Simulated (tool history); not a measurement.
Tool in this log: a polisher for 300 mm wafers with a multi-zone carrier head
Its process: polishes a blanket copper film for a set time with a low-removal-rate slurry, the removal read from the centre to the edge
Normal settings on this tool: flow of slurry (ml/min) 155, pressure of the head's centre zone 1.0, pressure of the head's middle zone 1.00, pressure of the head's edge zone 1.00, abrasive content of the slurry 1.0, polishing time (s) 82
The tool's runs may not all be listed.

run	hour	flow of slurry (ml/min)	pressure of the head's centre zone	pressure of the head's middle zone	pressure of the head's edge zone	abrasive content of the slurry	polishing time (s)	wafers since the last listed run	wafers polished on this pad	hours since the slurry nozzle was cleaned	hours since the centre zone pressure was calibrated	hours since the edge zone pressure was calibrated	hours since the carrier head's membrane was replaced	incoming thickness of the incoming film, nm	film removed at the wafer's centre (Å)	film removed at mid-radius (Å)	film removed at the wafer's edge (Å)
1	0.0	155	1.0	1.00	1.00	1.0	82	0	859	140.7	442.8	666.5	1029.9	1333.7	2205	2142	2252
2	60.5	155	1.0	1.00	1.00	1.0	82	707	1566	201.2	503.3	727.0	1090.4	1357.3	2167	2150	2212
# hour 68.9: worn pad replaced by a new one
3	115.6	155	1.0	1.00	1.00	1.0	82	597	546	256.3	558.4	782.1	1145.5	1352.2	2269	2290	2297
4	163.8	155	1.0	1.00	1.00	1.0	60	563	1109	304.5	606.6	830.3	1193.7	1341.7	1639	1623	1632
# hour 198.5: worn pad replaced by a new one
5	215.6	155	1.0	1.00	1.00	1.0	60	558	200	356.3	658.4	882.1	1245.5	1349.2	1690	1693	1727
6	263.1	155	1.0	1.00	1.00	1.0	60	555	755	403.8	705.9	929.6	1293.0	1341.3	1640	1595	1636
# hour 282.6: carrier head's membrane replaced by a new one
7	313.6	155	1.0	1.00	1.00	0.8	82	531	1287	454.3	756.4	980.1	31.0	1328.1	2156	2109	2112
# hour 349.0: worn pad replaced by a new one
# hour 354.4: centre zone pressure recalibrated
8	363.9	185	1.0	1.10	1.00	1.0	82	517	150	504.6	9.5	1030.4	81.3	1345.5	2443	2541	2415
# hour 401.1: edge zone pressure recalibrated
9	409.9	155	1.0	1.00	1.00	1.0	57	514	665	550.6	55.5	8.8	127.3	1341.0	1558	1509	1589
10	450.9	155	1.0	1.00	1.00	1.0	82	479	1144	591.6	96.5	49.8	168.3	1314.8	2211	2131	2213
# hour 476.1: worn pad replaced by a new one
11	511.4	155	1.0	1.00	1.00	1.0	71	660	412	652.1	157.0	110.3	228.8	1337.9	2010	1959	2027
# hour 537.8: slurry nozzle cleaned
12	581.8	155	1.0	0.93	0.93	1.0	82	811	1223	44.0	227.4	180.7	299.2	1337.5	2216	2075	2177
# hour 618.6: worn pad replaced by a new one
13	625.4	185	1.0	1.00	1.00	1.0	107	462	78	87.6	271.0	224.3	342.8	1313.9	3156	3094	3144
14	682.0	155	0.9	1.00	1.00	1.0	82	661	740	144.2	327.6	280.9	399.4	1353.9	2035	2188	2298

Expected results for the next run?
15	740.7	155	1.0	1.00	1.00	1.0	82	686	1426	202.9	386.3	339.6	458.1	1343.9	?	?	?

{"run 15": {"film removed at the wafer's centre (Å)": 2215, "film removed at mid-radius (Å)": 2219, "film removed at the wafer's edge (Å)": 2206}}
Were there no unlogged condition in the tool, this run, its random variation unchanged, would have produced film removed at the wafer's centre (Å) 2429, film removed at mid-radius (Å) 2433, film removed at the wafer's edge (Å) 2420.
